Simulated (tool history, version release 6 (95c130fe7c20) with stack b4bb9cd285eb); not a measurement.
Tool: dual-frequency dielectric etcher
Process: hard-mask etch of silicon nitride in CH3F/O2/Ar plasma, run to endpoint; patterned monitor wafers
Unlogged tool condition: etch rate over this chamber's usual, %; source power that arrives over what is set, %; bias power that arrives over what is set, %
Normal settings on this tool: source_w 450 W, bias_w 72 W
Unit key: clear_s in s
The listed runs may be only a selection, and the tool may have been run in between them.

| run | hour | source_w | bias_w | wafers since the last listed run | hours since the last wet clean | hours since the last source power generator calibration | hours since the last bias power generator calibration | hours since the last upper electrode change | incoming incoming film thickness, nm | clear_s |
|---|---|---|---|---|---|---|---|---|---|---|
| 1 | 0.0 | 490 | 72 | 0 | 109.3 | 1453.0 | 1734.1 | 2303.7 | 39.72 | 48.3 |
| 2 | 67.0 | 490 | 72 | 824 | 176.3 | 1520.0 | 1801.1 | 2370.7 | 40.03 | 48.2 |
| 3 | 103.7 | 490 | 72 | 451 | 213.0 | 1556.7 | 1837.8 | 2407.4 | 39.88 | 47.3 |
| 4 | 129.9 | 450 | 72 | 322 | 239.2 | 1582.9 | 1864.0 | 2433.6 | 39.91 | 49.2 |
| 5 | 191.6 | 400 | 60 | 759 | 300.9 | 1644.6 | 1925.7 | 2495.3 | 40.10 | 55.8 |
| 6 | 268.0 | 400 | 60 | 940 | 377.3 | 1721.0 | 2002.1 | 2571.7 | 40.22 | 55.2 |
|  | 304.2 | wet clean of the chamber |
| 7 | 304.7 | 490 | 61 | 156 | 0.5 | 1757.7 | 2038.8 | 2608.4 | 40.22 | 48.9 |
| 8 | 339.2 | 450 | 72 | 424 | 35.0 | 1792.2 | 2073.3 | 2642.9 | 40.02 | 48.0 |
| 9 | 401.9 | 450 | 72 | 771 | 97.7 | 1854.9 | 2136.0 | 2705.6 | 39.33 | 46.9 |
| 10 | 439.1 | 450 | 72 | 457 | 134.9 | 1892.1 | 2173.2 | 2742.8 | 39.85 | 48.0 |
|  | 467.9 | wet clean of the chamber, repeated, since the last time left the tool worse |
|  | 468.3 | upper electrode replaced |
| 11 | 500.4 | 450 | 72 | 454 | 32.5 | 1953.4 | 2234.5 | 32.1 | 39.92 | 50.1 |
| 12 | 543.4 | 450 | 72 | 529 | 75.5 | 1996.4 | 2277.5 | 75.1 | 39.69 | 50.4 |
| 13 | 572.5 | 450 | 72 | 358 | 104.6 | 2025.5 | 2306.6 | 104.2 | 39.54 | 50.2 |
| 14 | 597.7 | 380 | 56 | 310 | 129.8 | 2050.7 | 2331.8 | 129.4 | 40.12 | 60.4 |
| 15 | 637.9 | 520 | 89 | 494 | 170.0 | 2090.9 | 2372.0 | 169.6 | 40.04 | 43.9 |
| 16 | 672.4 | 450 | 72 | 424 | 204.5 | 2125.4 | 2406.5 | 204.1 | 40.45 | 50.7 |
| 17 | 705.5 | 450 | 72 | 407 | 237.6 | 2158.5 | 2439.6 | 237.2 | 39.83 | 49.8 |
|  | 747.3 | source power generator calibrated |
| 18 | 774.0 | 500 | 83 | 793 | 306.1 | 26.7 | 2508.1 | 305.7 | 39.31 | 43.9 |
|  | 811.2 | wet clean of the chamber |
|  | 825.0 | bias power generator calibrated |
| 19 | 835.0 | 420 | 84 | 406 | 23.8 | 87.7 | 10.0 | 366.7 | 39.64 | 50.2 |
| 20 | 906.8 | 420 | 84 | 883 | 95.6 | 159.5 | 81.8 | 438.5 | 39.59 | 48.8 |
| 21 | 976.6 | 450 | 72 | 859 | 165.4 | 229.3 | 151.6 | 508.3 | 39.81 | 49.5 |
| 22 | 1030.3 | 350 | 84 | 660 | 219.1 | 283.0 | 205.3 | 562.0 | 39.55 | 53.5 |
| 23 | 1061.4 | 450 | 78 | 382 | 250.2 | 314.1 | 236.4 | 593.1 | 40.06 | 48.2 |

Forecast run 24:
| 24 | 1112.8 | 400 | 60 | 632 | 301.6 | 365.5 | 287.8 | 644.5 | 39.85 | ? |

{"run 24": {"clear_s": 55.9}}
Take away the tool's hidden state, keep the run-to-run variation as it was, and the same run would have given clear_s 57.3 s.
